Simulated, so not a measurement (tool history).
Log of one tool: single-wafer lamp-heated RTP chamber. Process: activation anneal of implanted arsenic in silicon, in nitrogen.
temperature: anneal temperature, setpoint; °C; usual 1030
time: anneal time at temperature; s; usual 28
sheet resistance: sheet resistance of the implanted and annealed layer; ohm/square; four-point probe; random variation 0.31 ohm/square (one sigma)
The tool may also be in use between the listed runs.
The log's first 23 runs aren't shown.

| run | hour | temperature | time | read-back reference wafer on the same gauge, sheet resistance | sheet resistance |
|---|---|---|---|---|---|
| 24 | 628.3 | 1006 | 12 | 174.02 | 216.17 |
|  | 647.0 | gauge calibrated |
| 25 | 652.2 | 1030 | 28 | 173.99 | 208.72 |
| 26 | 686.9 | 1003 | 11 | 173.96 | 216.35 |
| 27 | 698.9 | 1015 | 45 | 173.98 | 207.23 |
| 28 | 725.7 | 1001 | 19 | 174.08 | 214.41 |
| 29 | 749.6 | 1014 | 36 | 173.97 | 207.57 |
|  | 768.9 | pyrometer window cleaned and pyrometer calibrated |
| 30 | 769.4 | 1057 | 44 | 174.02 | 199.99 |
| 31 | 788.6 | 1017 | 43 | 174.01 | 207.90 |
| 32 | 821.9 | 1030 | 28 | 173.94 | 208.13 |
| 33 | 836.8 | 1046 | 15 | 173.99 | 210.56 |
| 34 | 867.1 | 1030 | 28 | 174.01 | 208.11 |
| 35 | 901.4 | 1041 | 41 | 173.94 | 202.59 |
| 36 | 935.8 | 1014 | 28 | 174.01 | 209.59 |

5 ways to go on from here, each from the tool as it stands after run 36. What would each give?
| A | 936.2 | 1042 | 28 | ? | ? |
| B | 936.2 | 1010 | 13 | ? | ? |
| C | 936.2 | 1045 | 15 | ? | ? |
| D | 936.2 | 1054 | 20 | ? | ? |
| E | 936.2 | 1010 | 18 | ? | ? |

| run | read-back reference wafer on the same gauge, sheet resistance | sheet resistance |
|---|---|---|
| A | 173.96 | 205.48 |
| B | 173.96 | 215.02 |
| C | 173.96 | 209.65 |
| D | 173.96 | 206.03 |
| E | 173.96 | 213.41 |
Without the tool's hidden state the same runs would have given:
| run | sheet resistance |
|---|---|
| A | 208.42 |
| B | 216.60 |
| C | 212.05 |
| D | 208.83 |
| E | 215.22 |

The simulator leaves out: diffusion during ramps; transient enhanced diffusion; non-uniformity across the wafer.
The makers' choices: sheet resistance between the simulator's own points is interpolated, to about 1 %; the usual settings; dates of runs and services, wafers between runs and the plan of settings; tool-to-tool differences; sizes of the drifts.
